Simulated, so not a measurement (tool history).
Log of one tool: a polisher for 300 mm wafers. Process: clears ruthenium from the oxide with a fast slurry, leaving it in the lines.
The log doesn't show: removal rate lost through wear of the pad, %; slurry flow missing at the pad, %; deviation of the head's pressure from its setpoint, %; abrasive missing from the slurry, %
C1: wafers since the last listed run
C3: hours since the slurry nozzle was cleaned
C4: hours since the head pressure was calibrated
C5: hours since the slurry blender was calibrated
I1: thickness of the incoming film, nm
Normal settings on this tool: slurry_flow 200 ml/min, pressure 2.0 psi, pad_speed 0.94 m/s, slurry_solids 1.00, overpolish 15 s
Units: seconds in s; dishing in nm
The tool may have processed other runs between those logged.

run 1 hour=0.0 | slurry_flow=155 pressure=2.0 pad_speed=0.94 slurry_solids=1.00 overpolish=15 | C1=0 wafers_polished_on_this_pad=126 C3=42.5 C4=1517.4 C5=113.9 | I1=227.6 | seconds=103.1 dishing=28.9
run 2 hour=12.8 | slurry_flow=200 pressure=2.0 pad_speed=0.94 slurry_solids=0.90 overpolish=15 | C1=139 wafers_polished_on_this_pad=266 C3=55.3 C4=1530.2 C5=126.7 | I1=232.1 | seconds=109.0 dishing=29.3
run 3 hour=28.6 | slurry_flow=200 pressure=2.0 pad_speed=0.94 slurry_solids=0.90 overpolish=15 | C1=172 wafers_polished_on_this_pad=438 C3=71.1 C4=1546.0 C5=142.5 | I1=231.2 | seconds=108.0 dishing=28.4
run 4 hour=45.8 | slurry_flow=200 pressure=2.0 pad_speed=0.74 slurry_solids=1.00 overpolish=15 | C1=187 wafers_polished_on_this_pad=625 C3=88.3 C4=1563.2 C5=159.7 | I1=232.7 | seconds=137.6 dishing=23.0
-- hour=62.7 head pressure recalibrated
run 5 hour=63.2 | slurry_flow=200 pressure=2.0 pad_speed=0.94 slurry_solids=1.00 overpolish=10 | C1=167 wafers_polished_on_this_pad=793 C3=105.7 C4=0.5 C5=177.1 | I1=228.9 | seconds=108.2 dishing=19.3
run 6 hour=70.1 | slurry_flow=200 pressure=2.0 pad_speed=0.94 slurry_solids=0.80 overpolish=15 | C1=75 wafers_polished_on_this_pad=868 C3=112.6 C4=7.4 C5=184.0 | I1=229.1 | seconds=119.7 dishing=26.1
run 7 hour=83.5 | slurry_flow=200 pressure=2.0 pad_speed=0.94 slurry_solids=1.10 overpolish=18 | C1=145 wafers_polished_on_this_pad=1013 C3=126.0 C4=20.8 C5=197.4 | I1=228.1 | seconds=107.2 dishing=33.8
run 8 hour=98.1 | slurry_flow=200 pressure=2.4 pad_speed=0.94 slurry_solids=1.00 overpolish=15 | C1=158 wafers_polished_on_this_pad=1172 C3=140.6 C4=35.4 C5=212.0 | I1=231.9 | seconds=95.0 dishing=32.2
run 9 hour=113.1 | slurry_flow=220 pressure=2.6 pad_speed=0.84 slurry_solids=0.85 overpolish=15 | C1=163 wafers_polished_on_this_pad=1336 C3=155.6 C4=50.4 C5=227.0 | I1=226.5 | seconds=99.5 dishing=30.2
run 10 hour=127.0 | slurry_flow=200 pressure=2.0 pad_speed=0.94 slurry_solids=1.00 overpolish=9 | C1=151 wafers_polished_on_this_pad=1487 C3=169.5 C4=64.3 C5=240.9 | I1=230.6 | seconds=119.0 dishing=16.6
-- hour=135.5 worn pad replaced by a new one
run 11 hour=139.7 | slurry_flow=220 pressure=2.6 pad_speed=0.84 slurry_solids=0.85 overpolish=15 | C1=94 wafers_polished_on_this_pad=45 C3=182.2 C4=77.0 C5=253.6 | I1=231.1 | seconds=92.0 dishing=32.8
-- hour=186.5 slurry blender recalibrated
run 12 hour=193.0 | slurry_flow=200 pressure=2.0 pad_speed=0.82 slurry_solids=1.00 overpolish=15 | C1=558 wafers_polished_on_this_pad=603 C3=235.5 C4=130.3 C5=6.5 | I1=228.3 | seconds=121.1 dishing=26.0
run 13 hour=204.2 | slurry_flow=200 pressure=1.7 pad_speed=0.94 slurry_solids=1.00 overpolish=11 | C1=121 wafers_polished_on_this_pad=725 C3=246.7 C4=141.5 C5=17.7 | I1=231.0 | seconds=127.4 dishing=17.8
run 14 hour=212.2 | slurry_flow=180 pressure=2.0 pad_speed=0.94 slurry_solids=1.00 overpolish=15 | C1=87 wafers_polished_on_this_pad=812 C3=254.7 C4=149.5 C5=25.7 | I1=228.5 | seconds=106.5 dishing=28.5
run 15 hour=222.4 | slurry_flow=200 pressure=2.0 pad_speed=1.16 slurry_solids=1.00 overpolish=15 | C1=111 wafers_polished_on_this_pad=923 C3=264.9 C4=159.7 C5=35.9 | I1=228.8 | seconds=88.8 dishing=35.2
run 16 hour=239.6 | slurry_flow=200 pressure=2.0 pad_speed=0.94 slurry_solids=1.00 overpolish=15 | C1=187 wafers_polished_on_this_pad=1111 C3=282.1 C4=176.9 C5=53.1 | I1=232.2 | seconds=112.9 dishing=28.2
run 17 hour=251.7 | slurry_flow=240 pressure=2.0 pad_speed=0.94 slurry_solids=1.00 overpolish=15 | C1=131 wafers_polished_on_this_pad=1242 C3=294.2 C4=189.0 C5=65.2 | I1=231.1 | seconds=112.2 dishing=28.1
run 18 hour=267.8 | slurry_flow=200 pressure=2.0 pad_speed=0.94 slurry_solids=1.00 overpolish=15 | C1=175 wafers_polished_on_this_pad=1418 C3=310.3 C4=205.1 C5=81.3 | I1=225.6 | seconds=113.1 dishing=26.6
-- hour=277.6 worn pad replaced by a new one
run 19 hour=281.5 | slurry_flow=160 pressure=2.0 pad_speed=0.94 slurry_solids=0.70 overpolish=15 | C1=105 wafers_polished_on_this_pad=42 C3=324.0 C4=218.8 C5=95.0 | I1=229.3 | seconds=124.1 dishing=25.9
run 20 hour=293.9 | slurry_flow=200 pressure=1.4 pad_speed=0.94 slurry_solids=1.00 overpolish=15 | C1=134 wafers_polished_on_this_pad=177 C3=336.4 C4=231.2 C5=107.4 | I1=232.2 | seconds=146.7 dishing=21.6
run 21 hour=303.2 | slurry_flow=255 pressure=2.6 pad_speed=0.64 slurry_solids=1.00 overpolish=15 | C1=101 wafers_polished_on_this_pad=278 C3=345.7 C4=240.5 C5=116.7 | I1=230.8 | seconds=115.1 dishing=27.5
run 22 hour=317.7 | slurry_flow=200 pressure=2.4 pad_speed=1.04 slurry_solids=0.75 overpolish=21 | C1=157 wafers_polished_on_this_pad=436 C3=360.2 C4=255.0 C5=131.2 | I1=226.8 | seconds=87.2 dishing=45.3
run 23 hour=325.2 | slurry_flow=200 pressure=2.0 pad_speed=1.08 slurry_solids=1.00 overpolish=15 | C1=81 wafers_polished_on_this_pad=518 C3=367.7 C4=262.5 C5=138.7 | I1=225.8 | seconds=89.2 dishing=32.9
run 24 hour=335.5 | slurry_flow=200 pressure=2.0 pad_speed=0.94 slurry_solids=0.75 overpolish=15 | C1=112 wafers_polished_on_this_pad=630 C3=378.0 C4=272.8 C5=149.0 | I1=228.9 | seconds=119.8 dishing=25.6
run 25 hour=348.3 | slurry_flow=200 pressure=2.0 pad_speed=0.94 slurry_solids=1.00 overpolish=15 | C1=139 wafers_polished_on_this_pad=769 C3=390.8 C4=285.6 C5=161.8 | I1=231.8 | seconds=111.4 dishing=28.4
run 26 hour=358.0 | slurry_flow=200 pressure=2.0 pad_speed=0.94 slurry_solids=1.00 overpolish=15 | C1=105 wafers_polished_on_this_pad=875 C3=400.5 C4=295.3 C5=171.5 | I1=231.0 | seconds=105.4 dishing=29.0
run 27 hour=368.6 | slurry_flow=200 pressure=2.0 pad_speed=1.06 slurry_solids=1.00 overpolish=19 | C1=115 wafers_polished_on_this_pad=990 C3=411.1 C4=305.9 C5=182.1 | I1=234.8 | seconds=99.5 dishing=38.8
run 28 hour=384.0 | slurry_flow=200 pressure=2.7 pad_speed=0.68 slurry_solids=0.80 overpolish=7 | C1=167 wafers_polished_on_this_pad=1158 C3=426.5 C4=321.3 C5=197.5 | I1=229.4 | seconds=126.6 dishing=12.0

Below are 5 alternative next runs, each starting from the tool's condition after run 28. Predict each:
run A hour=384.5 | slurry_flow=200 pressure=2.0 pad_speed=0.94 slurry_solids=1.00 overpolish=15 | C1=5 wafers_polished_on_this_pad=1163 C3=427.0 C4=321.8 C5=198.0 | I1=235.1 | seconds=? dishing=?
run B hour=384.5 | slurry_flow=200 pressure=2.0 pad_speed=0.94 slurry_solids=1.10 overpolish=15 | C1=5 wafers_polished_on_this_pad=1163 C3=427.0 C4=321.8 C5=198.0 | I1=235.1 | seconds=? dishing=?
run C hour=384.5 | slurry_flow=200 pressure=2.0 pad_speed=0.94 slurry_solids=1.00 overpolish=7 | C1=5 wafers_polished_on_this_pad=1163 C3=427.0 C4=321.8 C5=198.0 | I1=235.1 | seconds=? dishing=?
run D hour=384.5 | slurry_flow=175 pressure=1.5 pad_speed=0.82 slurry_solids=1.00 overpolish=15 | C1=5 wafers_polished_on_this_pad=1163 C3=427.0 C4=321.8 C5=198.0 | I1=235.1 | seconds=? dishing=?
run E hour=384.5 | slurry_flow=200 pressure=2.3 pad_speed=0.70 slurry_solids=0.90 overpolish=20 | C1=5 wafers_polished_on_this_pad=1163 C3=427.0 C4=321.8 C5=198.0 | I1=235.1 | seconds=? dishing=?

run=A seconds=116.3 dishing=27.6
run=B seconds=111.9 dishing=28.6
run=C seconds=116.3 dishing=13.4
run=D seconds=180.9 dishing=18.2
run=E seconds=142.0 dishing=30.0
The same runs, with their run-to-run variation unchanged, on a tool lacking any hidden condition would have given:
run=A seconds=104.1 dishing=30.6
run=B seconds=100.2 dishing=31.7
run=C seconds=104.1 dishing=14.9
run=D seconds=162.0 dishing=20.2
run=E seconds=127.1 dishing=33.2
